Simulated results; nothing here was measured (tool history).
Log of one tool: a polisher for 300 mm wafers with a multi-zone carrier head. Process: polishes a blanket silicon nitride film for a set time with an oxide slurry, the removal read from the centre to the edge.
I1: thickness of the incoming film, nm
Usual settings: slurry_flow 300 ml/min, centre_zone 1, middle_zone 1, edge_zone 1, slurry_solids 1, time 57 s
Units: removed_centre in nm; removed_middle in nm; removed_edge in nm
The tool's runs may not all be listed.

{"run": 1, "day": 0.0, "slurry_flow": 300, "centre_zone": 1, "middle_zone": 1, "edge_zone": 1, "slurry_solids": 1, "time": 57, "I1": 538.9, "removed_centre": 60.7, "removed_middle": 61.3, "removed_edge": 59.9}
{"run": 2, "day": 2.912, "slurry_flow": 300, "centre_zone": 1, "middle_zone": 1, "edge_zone": 1, "slurry_solids": 1, "time": 57, "I1": 526, "removed_centre": 59, "removed_middle": 60, "removed_edge": 57.7}
{"day": 4.65, "done": "edge zone pressure recalibrated"}
{"run": 3, "day": 5.283, "slurry_flow": 300, "centre_zone": 1, "middle_zone": 1, "edge_zone": 1, "slurry_solids": 1, "time": 57, "I1": 527.2, "removed_centre": 59.4, "removed_middle": 58.9, "removed_edge": 56.4}
{"run": 4, "day": 7.421, "slurry_flow": 300, "centre_zone": 1, "middle_zone": 1, "edge_zone": 0.95, "slurry_solids": 1, "time": 57, "I1": 531.8, "removed_centre": 58.2, "removed_middle": 56.6, "removed_edge": 53.9}
{"run": 5, "day": 9.708, "slurry_flow": 300, "centre_zone": 1, "middle_zone": 1, "edge_zone": 1, "slurry_solids": 1, "time": 57, "I1": 535.5, "removed_centre": 54.4, "removed_middle": 55.9, "removed_edge": 54.2}
{"run": 6, "day": 11.638, "slurry_flow": 300, "centre_zone": 1, "middle_zone": 1, "edge_zone": 1, "slurry_solids": 1, "time": 57, "I1": 528.9, "removed_centre": 51.8, "removed_middle": 53.2, "removed_edge": 51.9}
{"day": 12.783, "done": "worn pad replaced by a new one"}
{"day": 14.175, "done": "carrier head's membrane replaced by a new one"}
{"run": 7, "day": 14.45, "slurry_flow": 300, "centre_zone": 1.06, "middle_zone": 1, "edge_zone": 1.11, "slurry_solids": 1, "time": 57, "I1": 530.1, "removed_centre": 63.5, "removed_middle": 59.9, "removed_edge": 61.7}
{"run": 8, "day": 16.475, "slurry_flow": 300, "centre_zone": 1, "middle_zone": 1, "edge_zone": 0.91, "slurry_solids": 0.8, "time": 46, "I1": 531.2, "removed_centre": 42.4, "removed_middle": 42.2, "removed_edge": 39.3}
{"run": 9, "day": 18.525, "slurry_flow": 270, "centre_zone": 1, "middle_zone": 1, "edge_zone": 1, "slurry_solids": 1, "time": 52, "I1": 530.7, "removed_centre": 53.6, "removed_middle": 53.7, "removed_edge": 52.7}
{"day": 19.604, "done": "centre zone pressure recalibrated"}
{"run": 10, "day": 20.075, "slurry_flow": 300, "centre_zone": 1, "middle_zone": 1, "edge_zone": 1, "slurry_solids": 1, "time": 57, "I1": 531, "removed_centre": 59, "removed_middle": 57.7, "removed_edge": 56.5}
{"run": 11, "day": 22.55, "slurry_flow": 300, "centre_zone": 1.09, "middle_zone": 1, "edge_zone": 0.93, "slurry_solids": 0.8, "time": 57, "I1": 533.9, "removed_centre": 53.6, "removed_middle": 49.4, "removed_edge": 46}
{"day": 22.692, "done": "slurry nozzle cleaned"}
{"run": 12, "day": 24.962, "slurry_flow": 300, "centre_zone": 1, "middle_zone": 1, "edge_zone": 1, "slurry_solids": 1, "time": 57, "I1": 533.5, "removed_centre": 54.6, "removed_middle": 55.1, "removed_edge": 53.4}
{"day": 27.367, "done": "worn pad replaced by a new one"}
{"run": 13, "day": 27.8, "slurry_flow": 300, "centre_zone": 1, "middle_zone": 1, "edge_zone": 1, "slurry_solids": 1, "time": 57, "I1": 536, "removed_centre": 60.8, "removed_middle": 60.5, "removed_edge": 59.4}
{"run": 14, "day": 30.779, "slurry_flow": 300, "centre_zone": 1, "middle_zone": 1, "edge_zone": 1, "slurry_solids": 1, "time": 57, "I1": 525.7, "removed_centre": 60.9, "removed_middle": 60.2, "removed_edge": 59.3}
{"run": 15, "day": 33.058, "slurry_flow": 300, "centre_zone": 1, "middle_zone": 1, "edge_zone": 1, "slurry_solids": 1, "time": 72, "I1": 535.9, "removed_centre": 76.7, "removed_middle": 74.4, "removed_edge": 72.6}
{"run": 16, "day": 35.679, "slurry_flow": 300, "centre_zone": 1, "middle_zone": 1, "edge_zone": 1, "slurry_solids": 1, "time": 66, "I1": 536.1, "removed_centre": 66.5, "removed_middle": 67.2, "removed_edge": 66.4}
{"run": 17, "day": 37.942, "slurry_flow": 300, "centre_zone": 1.06, "middle_zone": 1, "edge_zone": 0.95, "slurry_solids": 0.75, "time": 75, "I1": 539.4, "removed_centre": 64.6, "removed_middle": 60.8, "removed_edge": 58.5}
{"day": 40.608, "done": "worn pad replaced by a new one"}
{"run": 18, "day": 40.696, "slurry_flow": 240, "centre_zone": 1, "middle_zone": 1, "edge_zone": 0.9, "slurry_solids": 1, "time": 57, "I1": 525, "removed_centre": 59.4, "removed_middle": 59.1, "removed_edge": 55.9}
{"run": 19, "day": 42.4, "slurry_flow": 300, "centre_zone": 1.07, "middle_zone": 1, "edge_zone": 1, "slurry_solids": 1, "time": 57, "I1": 527.2, "removed_centre": 64.6, "removed_middle": 60.8, "removed_edge": 59.4}
{"run": 20, "day": 45.342, "slurry_flow": 250, "centre_zone": 0.94, "middle_zone": 1, "edge_zone": 1, "slurry_solids": 1, "time": 57, "I1": 527.7, "removed_centre": 56.5, "removed_middle": 58.4, "removed_edge": 58.6}
{"day": 47.617, "done": "edge zone pressure recalibrated"}
{"run": 21, "day": 48.158, "slurry_flow": 255, "centre_zone": 1, "middle_zone": 0.95, "edge_zone": 1, "slurry_solids": 1, "time": 57, "I1": 529.3, "removed_centre": 56.3, "removed_middle": 55.4, "removed_edge": 55.9}
{"run": 22, "day": 50.5, "slurry_flow": 400, "centre_zone": 1, "middle_zone": 1, "edge_zone": 1.05, "slurry_solids": 1, "time": 57, "I1": 525.6, "removed_centre": 58.2, "removed_middle": 57.6, "removed_edge": 57.7}

3 ways to go on from here, each from the tool as it stands after run 22. What would each give?
{"run": "A", "day": 50.517, "slurry_flow": 300, "centre_zone": 1, "middle_zone": 1, "edge_zone": 1, "slurry_solids": 1, "time": 73, "I1": 524.8, "removed_centre": "?", "removed_middle": "?", "removed_edge": "?"}
{"run": "B", "day": 50.517, "slurry_flow": 230, "centre_zone": 0.92, "middle_zone": 1.1, "edge_zone": 1, "slurry_solids": 1.25, "time": 57, "I1": 524.8, "removed_centre": "?", "removed_middle": "?", "removed_edge": "?"}
{"run": "C", "day": 50.517, "slurry_flow": 300, "centre_zone": 1, "middle_zone": 1.07, "edge_zone": 1.06, "slurry_solids": 1, "time": 57, "I1": 524.8, "removed_centre": "?", "removed_middle": "?", "removed_edge": "?"}

run=A removed_centre=73.4 removed_middle=72.5 removed_edge=71.1
run=B removed_centre=58.5 removed_middle=65.7 removed_edge=60.8
run=C removed_centre=57.3 removed_middle=59.2 removed_edge=56.7
Without the tool's hidden state the same runs would have given:
run=A removed_centre=79.3 removed_middle=78.3 removed_edge=76.8
run=B removed_centre=63.2 removed_middle=71 removed_edge=65.7
run=C removed_centre=62 removed_middle=64 removed_edge=61.2
